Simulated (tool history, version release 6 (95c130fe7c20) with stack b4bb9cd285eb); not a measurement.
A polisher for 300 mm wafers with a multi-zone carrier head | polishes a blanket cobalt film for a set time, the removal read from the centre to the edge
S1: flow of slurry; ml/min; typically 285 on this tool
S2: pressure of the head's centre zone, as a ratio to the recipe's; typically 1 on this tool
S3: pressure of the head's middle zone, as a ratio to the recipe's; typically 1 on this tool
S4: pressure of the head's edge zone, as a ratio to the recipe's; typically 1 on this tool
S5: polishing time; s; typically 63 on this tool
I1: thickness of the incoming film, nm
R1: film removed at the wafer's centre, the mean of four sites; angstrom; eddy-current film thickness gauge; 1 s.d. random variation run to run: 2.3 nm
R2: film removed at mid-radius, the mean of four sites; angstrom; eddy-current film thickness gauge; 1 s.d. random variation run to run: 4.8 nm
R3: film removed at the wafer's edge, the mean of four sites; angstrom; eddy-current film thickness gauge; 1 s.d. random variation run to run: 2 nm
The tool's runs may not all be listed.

run	hour	S1	S2	S3	S4	S5	I1	R1	R2	R3
1	0	285	1	1	1	73	897.7	3917	3690	3707
2	41.7	285	1	1	1	73	883.8	3927	3656	3659
3	56.2	200	1	1.08	1.03	42	906.9	2104	2057	2050
4	73.5	285	1	0.9	1.12	63	912.6	3369	2850	3360
5	96	285	1	0.91	1	49	904.7	2603	2271	2471
6	127.8	285	1	0.93	1	63	892.8	3376	2900	3163
7	146	285	1.08	1	1	63	901.4	3637	3077	3145
# hour 156.1: centre zone pressure recalibrated
8	161.6	285	1	0.95	1	63	901	3001	2984	3140
9	186.7	285	0.92	1.04	0.95	63	898.3	2780	3247	3067
# hour 199.8: worn pad replaced by a new one
10	200.6	285	1	0.89	1	63	913.7	3037	2873	3136
11	231.7	285	0.91	1	1.09	42	902.2	1821	2053	2176
# hour 234.5: slurry nozzle cleaned
12	262.7	285	1	1	1	63	892.6	3229	3281	3263
13	284.3	350	1	1	1.05	63	911.6	3346	3367	3418
14	306.5	250	1	1.04	1	63	899.3	3237	3264	3259
15	319.8	285	1	0.89	1	63	898.4	3307	3006	3285
# hour 328.6: edge zone pressure recalibrated
16	351.8	375	1	1	1	63	899.5	3406	3331	3306
17	368.4	365	0.89	1	1	63	904.5	3004	3346	3327
18	388.5	285	1	1	1	57	908.5	3006	2970	2968
# hour 394.7: carrier head's membrane replaced by a new one
19	407.9	285	1	0.9	1.12	63	903.6	3335	2970	3435
# hour 424.6: worn pad replaced by a new one
20	431.2	285	1	1.1	0.92	63	915.3	3316	3390	3136
21	466.4	355	1	1.11	0.94	63	890.9	3425	3597	3229
22	498.6	285	1	1	1	43	893.2	2292	2251	2229
23	533.2	285	1	1.07	1	63	895	3395	3417	3233

A few steps of R1 between consecutive runs. Split each: what settings, incoming material and random variation would produce without the hidden state, and what is left over for the hidden state, along with gauge scatter present in only one of the two compared results (measured, and without hidden state):
What the log doesn't record here: removal rate lost through wear of the pad, %; slurry flow missing at the pad, %; deviation of the centre zone's pressure from its setpoint, %; deviation of the edge zone's pressure from its setpoint, %.
Run 2 -> 3: S1 285 -> 200, S3 1 -> 1.08, S4 1 -> 1.03, S5 73 -> 42. R1 -1823 angstrom: hidden state -128, all else -1695.
Run 7 -> 8: S2 1.08 -> 1, S3 1 -> 0.95, centre zone pressure recalibrated. R1 -636 angstrom: hidden state -313, all else -323.
Run 11 -> 12: S2 0.91 -> 1, S4 1.09 -> 1, S5 42 -> 63, slurry nozzle cleaned. R1 +1408 angstrom: hidden state +160, all else +1248.
